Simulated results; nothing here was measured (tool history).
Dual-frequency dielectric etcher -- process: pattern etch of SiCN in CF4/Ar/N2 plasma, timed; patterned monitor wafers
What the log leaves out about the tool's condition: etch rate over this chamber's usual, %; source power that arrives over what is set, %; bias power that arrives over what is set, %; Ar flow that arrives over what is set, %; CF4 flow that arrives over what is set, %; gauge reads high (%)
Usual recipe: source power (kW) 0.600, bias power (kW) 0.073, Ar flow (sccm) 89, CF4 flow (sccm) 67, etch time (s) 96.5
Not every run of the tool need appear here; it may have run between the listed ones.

run	hour	source power (kW)	bias power (kW)	Ar flow (sccm)	CF4 flow (sccm)	etch time (s)	wafers since the last listed run	hours since the last wet clean	hours since the last source power generator calibration	hours since the last bias power generator calibration	hours since the last Ar flow controller change	hours since the last CF4 flow controller change	hours since the last upper electrode change	hours since the gauge calibration	read-back reference wafer on the same gauge, depth_nm	mean etch depth across the wafer (nm)
1	0.0	0.600	0.073	89	67	73.5	0	555.3	1811.1	1081.1	3864.5	1457.1	2140.2	589.5	94.0	79.6
# hour 23.9: wet clean of the chamber
2	79.5	0.600	0.073	89	67	73.5	469	55.6	1890.6	1160.6	3944.0	1536.6	2219.7	669.0	94.0	81.5
3	323.0	0.480	0.073	89	67	96.5	2056	299.1	2134.1	1404.1	4187.5	1780.1	2463.2	912.5	94.0	82.8
4	385.7	0.480	0.073	89	67	96.5	529	361.8	2196.8	1466.8	4250.2	1842.8	2525.9	975.2	94.0	82.5
5	443.5	0.480	0.073	89	67	96.5	488	419.6	2254.6	1524.6	4308.0	1900.6	2583.7	1033.0	94.0	82.4
# hour 485.6: bias power generator calibrated
# hour 625.4: CF4 flow controller replaced
# hour 632.0: wet clean of the chamber
6	713.1	0.600	0.073	89	67	96.5	2136	81.1	2524.2	227.5	4577.6	87.7	2853.3	1302.6	94.1	106.4
7	807.2	0.600	0.073	89	67	96.5	794	175.2	2618.3	321.6	4671.7	181.8	2947.4	1396.7	94.0	106.1
8	910.8	0.600	0.090	89	71	96.5	875	278.8	2721.9	425.2	4775.3	285.4	3051.0	1500.3	94.0	111.4
# hour 989.6: source power generator calibrated
9	1004.7	0.600	0.059	89	61	77.0	759	372.7	15.1	519.1	4869.2	379.3	3144.9	1594.2	94.0	78.4
# hour 1032.6: upper electrode replaced
# hour 1050.2: gauge calibrated
10	1089.9	0.650	0.073	89	67	124.5	516	457.9	100.3	604.3	4954.4	464.5	57.3	39.7	94.0	146.6
# hour 1135.7: wet clean of the chamber
# hour 1174.3: Ar flow controller replaced
11	1187.7	0.600	0.073	89	67	88.0	572	52.0	198.1	702.1	13.4	562.3	155.1	137.5	94.0	97.5
12	1259.5	0.500	0.060	77	67	116.5	606	123.8	269.9	773.9	85.2	634.1	226.9	209.3	94.0	104.7

For run 13, what comes out?
13	1300.5	0.600	0.073	89	67	96.5	346	164.8	310.9	814.9	126.2	675.1	267.9	250.3	?	?

{"run 13": {"read-back reference wafer on the same gauge, depth_nm": 94.0, "mean etch depth across the wafer (nm)": 105.5}}
On a tool with no hidden condition, and with the same random variation, this run would have come out at mean etch depth across the wafer (nm) 106.4.
